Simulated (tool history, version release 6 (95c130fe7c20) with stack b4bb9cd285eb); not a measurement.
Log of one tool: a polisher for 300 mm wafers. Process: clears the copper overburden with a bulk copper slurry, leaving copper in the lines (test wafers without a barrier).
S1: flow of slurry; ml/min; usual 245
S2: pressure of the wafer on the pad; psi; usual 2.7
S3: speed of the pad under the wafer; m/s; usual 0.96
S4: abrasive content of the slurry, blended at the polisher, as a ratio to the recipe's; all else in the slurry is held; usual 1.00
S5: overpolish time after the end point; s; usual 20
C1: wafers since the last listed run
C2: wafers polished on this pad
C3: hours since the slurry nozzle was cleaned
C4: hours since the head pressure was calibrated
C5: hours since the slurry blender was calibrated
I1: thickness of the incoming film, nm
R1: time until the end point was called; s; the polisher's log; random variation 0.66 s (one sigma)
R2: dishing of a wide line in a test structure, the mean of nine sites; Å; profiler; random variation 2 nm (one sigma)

| run | hour | S1 | S2 | S3 | S4 | S5 | C1 | C2 | C3 | C4 | C5 | I1 | R1 | R2 |
|---|---|---|---|---|---|---|---|---|---|---|---|---|---|---|
| 1 | 0.0 | 245 | 2.7 | 0.96 | 1.00 | 25 | 0 | 517 | 25.5 | 1239.1 | 60.4 | 701.4 | 80.5 | 1099 |
| 2 | 18.8 | 245 | 2.7 | 0.96 | 1.00 | 25 | 246 | 764 | 44.3 | 1257.9 | 79.2 | 703.3 | 82.2 | 1082 |
|  | 26.9 | head pressure recalibrated |
| 3 | 36.0 | 245 | 2.7 | 0.96 | 1.00 | 28 | 199 | 963 | 61.5 | 9.1 | 96.4 | 699.3 | 74.1 | 1249 |
| 4 | 69.4 | 245 | 2.7 | 0.96 | 1.00 | 20 | 438 | 1402 | 94.9 | 42.5 | 129.8 | 700.0 | 72.9 | 1002 |
| 5 | 101.8 | 245 | 2.7 | 0.96 | 1.00 | 20 | 425 | 1828 | 127.3 | 74.9 | 162.2 | 701.5 | 74.0 | 1022 |
|  | 161.4 | worn pad replaced by a new one |
| 6 | 163.4 | 245 | 2.7 | 0.96 | 1.00 | 20 | 756 | 26 | 188.9 | 136.5 | 223.8 | 698.6 | 75.0 | 1034 |
| 7 | 178.6 | 245 | 2.7 | 1.08 | 1.00 | 20 | 199 | 226 | 204.1 | 151.7 | 239.0 | 702.4 | 65.8 | 1124 |
| 8 | 192.9 | 245 | 2.7 | 1.08 | 1.00 | 20 | 187 | 413 | 218.4 | 166.0 | 253.3 | 709.4 | 66.4 | 1099 |
|  | 195.8 | slurry blender recalibrated |
| 9 | 215.0 | 245 | 2.7 | 0.96 | 1.00 | 20 | 264 | 677 | 240.5 | 188.1 | 19.2 | 690.3 | 71.4 | 1031 |
| 10 | 227.6 | 245 | 2.7 | 0.84 | 1.00 | 20 | 165 | 843 | 253.1 | 200.7 | 31.8 | 711.7 | 85.1 | 945 |
| 11 | 240.5 | 245 | 2.7 | 0.96 | 0.75 | 15 | 169 | 1013 | 266.0 | 213.6 | 44.7 | 694.8 | 76.0 | 807 |
| 12 | 275.4 | 195 | 2.9 | 0.74 | 0.85 | 20 | 458 | 1471 | 300.9 | 248.5 | 79.6 | 689.7 | 92.7 | 877 |
| 13 | 295.6 | 245 | 2.4 | 0.96 | 1.00 | 10 | 265 | 1736 | 321.1 | 268.7 | 99.8 | 693.0 | 81.7 | 571 |
| 14 | 309.4 | 245 | 2.7 | 0.96 | 1.00 | 20 | 181 | 1918 | 334.9 | 282.5 | 113.6 | 700.7 | 72.2 | 1027 |
| 15 | 327.5 | 245 | 3.2 | 0.96 | 0.90 | 20 | 237 | 2156 | 353.0 | 300.6 | 131.7 | 692.5 | 63.5 | 1147 |
| 16 | 358.0 | 245 | 2.0 | 0.84 | 1.00 | 11 | 400 | 2556 | 383.5 | 331.1 | 162.2 | 706.5 | 113.8 | 450 |
|  | 381.8 | worn pad replaced by a new one |
| 17 | 385.7 | 245 | 2.7 | 0.96 | 1.00 | 20 | 311 | 50 | 411.2 | 358.8 | 189.9 | 701.5 | 74.1 | 1020 |
|  | 391.0 | slurry blender recalibrated |
| 18 | 420.5 | 245 | 1.9 | 1.14 | 1.00 | 20 | 430 | 481 | 446.0 | 393.6 | 29.5 | 702.9 | 88.0 | 836 |
|  | 426.7 | slurry nozzle cleaned |
| 19 | 438.0 | 285 | 1.9 | 1.10 | 1.20 | 20 | 216 | 698 | 11.3 | 411.1 | 47.0 | 701.5 | 88.3 | 887 |
| 20 | 466.9 | 245 | 2.3 | 1.30 | 1.00 | 20 | 379 | 1078 | 40.2 | 440.0 | 75.9 | 706.9 | 65.5 | 1090 |
| 21 | 483.8 | 245 | 2.7 | 0.96 | 1.00 | 20 | 222 | 1300 | 57.1 | 456.9 | 92.8 | 696.9 | 74.5 | 1060 |

The next listed run, before its measurement:
| 22 | 507.0 | 310 | 3.4 | 1.06 | 1.00 | 20 | 304 | 1605 | 80.3 | 480.1 | 116.0 | 707.6 | ? | ? |

Run 22 gave R1 53.0 s, R2 1305 Å.
Without the tool's hidden state the same run would have given R1 51.9 s, R2 1327 Å.
